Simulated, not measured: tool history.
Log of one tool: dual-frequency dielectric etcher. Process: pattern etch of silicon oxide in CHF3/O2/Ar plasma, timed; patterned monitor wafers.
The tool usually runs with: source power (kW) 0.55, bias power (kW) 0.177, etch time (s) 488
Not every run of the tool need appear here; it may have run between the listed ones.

| run | hour | source power (kW) | bias power (kW) | etch time (s) | read-back reference wafer on the same gauge, depth_nm | mean etch depth across the wafer (nm) |
|---|---|---|---|---|---|---|
| 1 | 0 | 0.55 | 0.177 | 431.5 | 709.3 | 777.3 |
| 2 | 32 | 0.55 | 0.177 | 488 | 709.5 | 872.1 |
| 3 | 93.4 | 0.55 | 0.177 | 488 | 709 | 869.5 |
| 4 | 138.3 | 0.55 | 0.177 | 488 | 708.9 | 870.2 |
| 5 | 162.7 | 0.45 | 0.177 | 488 | 708.9 | 814.3 |
| 6 | 221.6 | 0.45 | 0.177 | 488 | 708.8 | 810.2 |
| 7 | 255.3 | 0.55 | 0.177 | 432.5 | 709.4 | 764.1 |
|  | 280.7 | wet clean of the chamber |
| 8 | 284.1 | 0.55 | 0.177 | 488 | 708.5 | 885.1 |
|  | 358.3 | upper electrode replaced |
| 9 | 358.8 | 0.55 | 0.177 | 488 | 708.7 | 869.8 |
| 10 | 364.7 | 0.55 | 0.177 | 488 | 708.9 | 877.1 |
| 11 | 422.6 | 0.55 | 0.177 | 488 | 708.9 | 866.5 |
| 12 | 483.8 | 0.55 | 0.198 | 488 | 708.9 | 911.6 |
| 13 | 550.7 | 0.55 | 0.177 | 488 | 709.3 | 858.1 |
|  | 558.3 | source power generator calibrated |
|  | 602.3 | wet clean of the chamber |
| 14 | 636.7 | 0.43 | 0.194 | 545.5 | 708.5 | 942.2 |
| 15 | 696.1 | 0.65 | 0.213 | 406.5 | 709.3 | 823.1 |
| 16 | 746.9 | 0.55 | 0.177 | 488 | 709.1 | 866.8 |
|  | 772.6 | bias power generator calibrated |
| 17 | 778.2 | 0.69 | 0.156 | 399 | 709.1 | 724.1 |
|  | 817.5 | gauge calibrated |
| 18 | 915.5 | 0.49 | 0.221 | 536.5 | 708.8 | 997.6 |

For run 19, what comes out?
|  | 964 | wet clean of the chamber |
| 19 | 964.5 | 0.55 | 0.177 | 488 | ? | ? |

{"run 19": {"read-back reference wafer on the same gauge, depth_nm": 708.6, "mean etch depth across the wafer (nm)": 881}}
Take away the tool's hidden state, keep the run-to-run variation as it was, and the same run would have given mean etch depth across the wafer (nm) 877.9.
